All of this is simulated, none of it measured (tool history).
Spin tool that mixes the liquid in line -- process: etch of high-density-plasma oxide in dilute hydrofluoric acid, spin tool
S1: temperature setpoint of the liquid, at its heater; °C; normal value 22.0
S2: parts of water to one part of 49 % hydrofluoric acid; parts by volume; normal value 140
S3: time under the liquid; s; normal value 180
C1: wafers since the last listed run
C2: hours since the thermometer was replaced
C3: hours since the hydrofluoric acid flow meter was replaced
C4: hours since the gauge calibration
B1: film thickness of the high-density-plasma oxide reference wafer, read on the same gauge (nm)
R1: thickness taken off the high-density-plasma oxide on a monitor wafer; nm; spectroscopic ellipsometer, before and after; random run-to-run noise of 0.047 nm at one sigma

Run 1, hour 0.0: usual settings; C1 0; C2 2381.4; C3 767.8; C4 137.2; B1 59.99. Result: R1 5.89 nm.
Run 2, hour 9.5: usual settings; C1 43; C2 2390.9; C3 777.3; C4 146.7; B1 60.01. Result: R1 5.89 nm.
Run 3, hour 21.4: usual settings but S2 105 parts by volume, S3 250 s; C1 54; C2 2402.8; C3 789.2; C4 158.6; B1 60.02. Result: R1 11.50 nm.
Run 4, hour 29.3: usual settings but S2 105 parts by volume, S3 250 s; C1 36; C2 2410.7; C3 797.1; C4 166.5; B1 60.01. Result: R1 11.36 nm.
Run 5, hour 45.0: usual settings; C1 71; C2 2426.4; C3 812.8; C4 182.2; B1 59.99. Result: R1 5.83 nm.
At hour 89.1: gauge calibrated.
Run 6, hour 91.5: usual settings; C1 212; C2 2472.9; C3 859.3; C4 2.4; B1 60.02. Result: R1 5.93 nm.
Run 7, hour 107.7: usual settings; C1 74; C2 2489.1; C3 875.5; C4 18.6; B1 60.00. Result: R1 5.93 nm.
Run 8, hour 118.7: usual settings but S3 100 s; C1 50; C2 2500.1; C3 886.5; C4 29.6; B1 60.00. Result: R1 3.30 nm.
Run 9, hour 128.0: usual settings but S3 100 s; C1 42; C2 2509.4; C3 895.8; C4 38.9; B1 60.00. Result: R1 3.30 nm.
At hour 137.7: hydrofluoric acid flow meter replaced.
Run 10, hour 138.5: usual settings but S3 100 s; C1 43; C2 2519.9; C3 0.8; C4 49.4; B1 59.97. Result: R1 3.30 nm.
Run 11, hour 147.7: usual settings but S1 19.5 °C; C1 42; C2 2529.1; C3 10.0; C4 58.6; B1 60.00. Result: R1 5.34 nm.
Run 12, hour 156.6: usual settings; C1 40; C2 2538.0; C3 18.9; C4 67.5; B1 60.03. Result: R1 5.97 nm.
Run 13, hour 166.3: usual settings but S1 27.0 °C, S2 80 parts by volume, S3 140 s; C1 44; C2 2547.7; C3 28.6; C4 77.2; B1 59.99. Result: R1 10.67 nm.
Run 14, hour 176.5: usual settings but S1 23.5 °C, S2 85 parts by volume, S3 210 s; C1 46; C2 2557.9; C3 38.8; C4 87.4; B1 59.98. Result: R1 12.85 nm.
Run 15, hour 193.5: usual settings but S1 25.0 °C, S2 165 parts by volume; C1 77; C2 2574.9; C3 55.8; C4 104.4; B1 60.01. Result: R1 5.50 nm.
Run 16, hour 201.6: usual settings but S1 17.5 °C, S2 100 parts by volume; C1 37; C2 2583.0; C3 63.9; C4 112.5; B1 60.00. Result: R1 7.19 nm.
At hour 219.2: thermometer replaced.
Run 17, hour 219.7: usual settings; C1 78; C2 0.5; C3 82.0; C4 130.6; B1 60.01. Result: R1 5.99 nm.
Run 18, hour 229.4: usual settings but S1 20.5 °C, S2 175 parts by volume, S3 285 s; C1 44; C2 10.2; C3 91.7; C4 140.3; B1 60.02. Result: R1 6.81 nm.
Run 19, hour 247.0: usual settings; C1 80; C2 27.8; C3 109.3; C4 157.9; B1 59.98. Result: R1 5.97 nm.
Run 20, hour 253.6: usual settings but S1 26.0 °C, S2 205 parts by volume, S3 210 s; C1 30; C2 34.4; C3 115.9; C4 164.5; B1 60.01. Result: R1 5.09 nm.
Run 21, hour 268.6: usual settings but S1 23.5 °C, S2 100 parts by volume, S3 230 s; C1 68; C2 49.4; C3 130.9; C4 179.5; B1 60.00. Result: R1 11.74 nm.
Run 22, hour 277.3: usual settings but S2 100 parts by volume; C1 39; C2 58.1; C3 139.6; C4 188.2; B1 59.99. Result: R1 8.64 nm.

Branching from run 22: 5 alternative next runs. What would each branch give?
Run A, hour 277.8: usual settings; C1 2; C2 58.6; C3 140.1; C4 188.7; B1 ?. Result: R1 ?.
Run B, hour 277.8: usual settings but S2 180 parts by volume, S3 215 s; C1 2; C2 58.6; C3 140.1; C4 188.7; B1 ?. Result: R1 ?.
Run C, hour 277.8: usual settings but S1 18.5 °C, S2 195 parts by volume; C1 2; C2 58.6; C3 140.1; C4 188.7; B1 ?. Result: R1 ?.
Run D, hour 277.8: usual settings but S1 26.5 °C, S2 190 parts by volume, S3 90 s; C1 2; C2 58.6; C3 140.1; C4 188.7; B1 ?. Result: R1 ?.
Run E, hour 277.8: usual settings but S1 23.5 °C, S3 225 s; C1 2; C2 58.6; C3 140.1; C4 188.7; B1 ?. Result: R1 ?.

run     B1    R1
  A  60.02  6.00
  B  60.02  5.34
  C  60.02  3.55
  D  60.02  2.48
  E  60.02  7.96
Without the tool's hidden state the same runs would have given:
run    R1
  A  6.00
  B  5.34
  C  3.55
  D  2.48
  E  7.96
